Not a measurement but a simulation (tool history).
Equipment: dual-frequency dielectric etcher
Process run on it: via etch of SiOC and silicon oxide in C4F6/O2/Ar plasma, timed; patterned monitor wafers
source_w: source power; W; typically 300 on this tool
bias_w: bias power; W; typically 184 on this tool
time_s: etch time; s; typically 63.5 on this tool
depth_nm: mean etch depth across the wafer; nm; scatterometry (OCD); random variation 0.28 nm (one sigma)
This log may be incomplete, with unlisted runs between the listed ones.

run,hour,source_w,bias_w,time_s,"read-back reference wafer on the same gauge, depth_nm",depth_nm
1,0,300,184,63.5,72.7,65
2,32.9,300,184,63.5,72.6,64.7
3,46.9,300,184,63.5,72.6,64.8
4,70.2,300,184,63.5,72.7,64.4
5,99.1,300,184,63.5,72.7,64.6
# hour 129.7: wet clean of the chamber
# hour 131.4: source power generator calibrated
6,131.9,300,184,63.5,72.7,72.1
7,137,300,184,63.5,72.7,72.2
# hour 180.5: wet clean of the chamber, repeated, since the last time left the tool worse
# hour 180.9: bias power generator calibrated
8,181.4,340,184,56,72.6,62.8
9,191.9,360,184,82.5,72.7,95.5
# hour 226.5: upper electrode replaced
# hour 238.7: gauge calibrated
10,247.9,300,184,49,72.8,51.9
11,267,300,184,63.5,72.6,67
12,279.4,300,184,57.5,72.6,60.6
13,295.8,230,153,50,72.8,42.9
14,308.4,330,184,63.5,72.8,69.8

4 options for the next run, each taken on its own from the tool as it stands now. Forecast them:
A,308.8,270,184,63.5,?,?
B,308.8,340,184,63.5,?,?
C,308.8,300,184,68.5,?,?
D,308.8,300,144,63.5,?,?

run,"read-back reference wafer on the same gauge, depth_nm",depth_nm
A,72.9,63.5
B,72.9,70.7
C,72.9,72
D,72.9,60.1
With no hidden state in the tool, these same runs would have given:
run,depth_nm
A,63.9
B,71.1
C,72.4
D,60.4

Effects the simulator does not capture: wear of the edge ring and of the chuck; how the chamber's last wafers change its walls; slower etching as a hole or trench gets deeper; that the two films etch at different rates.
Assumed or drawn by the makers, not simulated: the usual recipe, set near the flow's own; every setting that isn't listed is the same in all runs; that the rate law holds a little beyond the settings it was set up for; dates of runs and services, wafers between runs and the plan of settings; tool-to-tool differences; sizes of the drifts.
